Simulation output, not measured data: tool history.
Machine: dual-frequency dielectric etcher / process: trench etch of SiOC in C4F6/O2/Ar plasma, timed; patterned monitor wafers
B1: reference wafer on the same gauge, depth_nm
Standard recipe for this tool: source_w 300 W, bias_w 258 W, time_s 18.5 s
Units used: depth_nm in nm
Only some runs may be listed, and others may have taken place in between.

Run 1, hour 0: usual settings but time_s 16.5 s; B1 35.57. Result: depth_nm 34.34 nm.
Run 2, hour 27.1: usual settings but time_s 16.5 s; B1 35.53. Result: depth_nm 34.39 nm.
Run 3, hour 44.7: usual settings but time_s 16.5 s; B1 35.46. Result: depth_nm 34.64 nm.
Run 4, hour 51.2: usual settings but bias_w 291 W; B1 35.52. Result: depth_nm 40.19 nm.
Run 5, hour 58: usual settings but bias_w 296 W; B1 35.51. Result: depth_nm 39.97 nm.
Run 6, hour 65.6: usual settings but time_s 15 s; B1 35.47. Result: depth_nm 31.06 nm.
Run 7, hour 75.5: usual settings but time_s 15 s; B1 35.49. Result: depth_nm 31.34 nm.
Run 8, hour 85: usual settings but time_s 15 s; B1 35.51. Result: depth_nm 31.26 nm.
Run 9, hour 93.9: usual settings but source_w 240 W; B1 35.45. Result: depth_nm 37.11 nm.
At hour 130.1: wet clean of the chamber.
Run 10, hour 130.6: usual settings but source_w 240 W; B1 35.5. Result: depth_nm 37.09 nm.
Run 11, hour 130.9: usual settings but source_w 280 W, bias_w 231 W; B1 35.48. Result: depth_nm 36.73 nm.
Run 12, hour 138.6: usual settings; B1 35.48. Result: depth_nm 38.71 nm.
Run 13, hour 151.6: usual settings; B1 35.48. Result: depth_nm 38.57 nm.
Run 14, hour 160.6: usual settings; B1 35.45. Result: depth_nm 38.58 nm.
Run 15, hour 171: usual settings but source_w 350 W, bias_w 293 W, time_s 23 s; B1 35.57. Result: depth_nm 51.3 nm.
At hour 192.8: bias power generator calibrated.
Run 16, hour 193.3: usual settings but source_w 250 W, time_s 23.5 s; B1 35.52. Result: depth_nm 47.14 nm.
Run 17, hour 203.4: usual settings but time_s 22 s; B1 35.52. Result: depth_nm 45.72 nm.
Run 18, hour 220.6: usual settings but source_w 340 W, bias_w 201 W, time_s 23 s; B1 35.51. Result: depth_nm 45.7 nm.
At hour 229.4: source power generator calibrated.
Run 19, hour 230.1: usual settings but source_w 320 W, bias_w 275 W; B1 35.49. Result: depth_nm 39.71 nm.
Run 20, hour 240.1: usual settings but source_w 280 W; B1 35.5. Result: depth_nm 37.82 nm.
Run 21, hour 273.8: usual settings; B1 35.48. Result: depth_nm 38.46 nm.
At hour 280.2: gauge calibrated.
At hour 306.5: upper electrode replaced.
Run 22, hour 307: usual settings; B1 35.49. Result: depth_nm 38.54 nm.
Run 23, hour 307.3: usual settings but source_w 360 W; B1 35.51. Result: depth_nm 39.79 nm.
Run 24, hour 309.2: usual settings but bias_w 307 W, time_s 14.5 s; B1 35.53. Result: depth_nm 31.76 nm.
Run 25, hour 319.1: usual settings but source_w 360 W, bias_w 291 W, time_s 15 s; B1 35.52. Result: depth_nm 33.45 nm.
Run 26, hour 372.5: usual settings but source_w 330 W, bias_w 275 W; B1 35.53. Result: depth_nm 39.73 nm.
Run 27, hour 383.7: usual settings; B1 35.52. Result: depth_nm 38.31 nm.
Run 28, hour 395: usual settings but time_s 21.5 s; B1 35.47. Result: depth_nm 44.46 nm.
Run 29, hour 410.4: usual settings but bias_w 219 W; B1 35.47. Result: depth_nm 36.78 nm.
Run 30, hour 427.8: usual settings but source_w 320 W, bias_w 206 W, time_s 21 s; B1 35.53. Result: depth_nm 41.82 nm.
Run 31, hour 443.8: usual settings; B1 35.48. Result: depth_nm 38.45 nm.

Give the tool's hidden conditions for every run:
etch rate over this chamber's usual, %: 0 on each run
source power that arrives over what is set, %: 0 on each run
bias power that arrives over what is set, %: 0 on each run
gauge reads high (%): 0 on each run
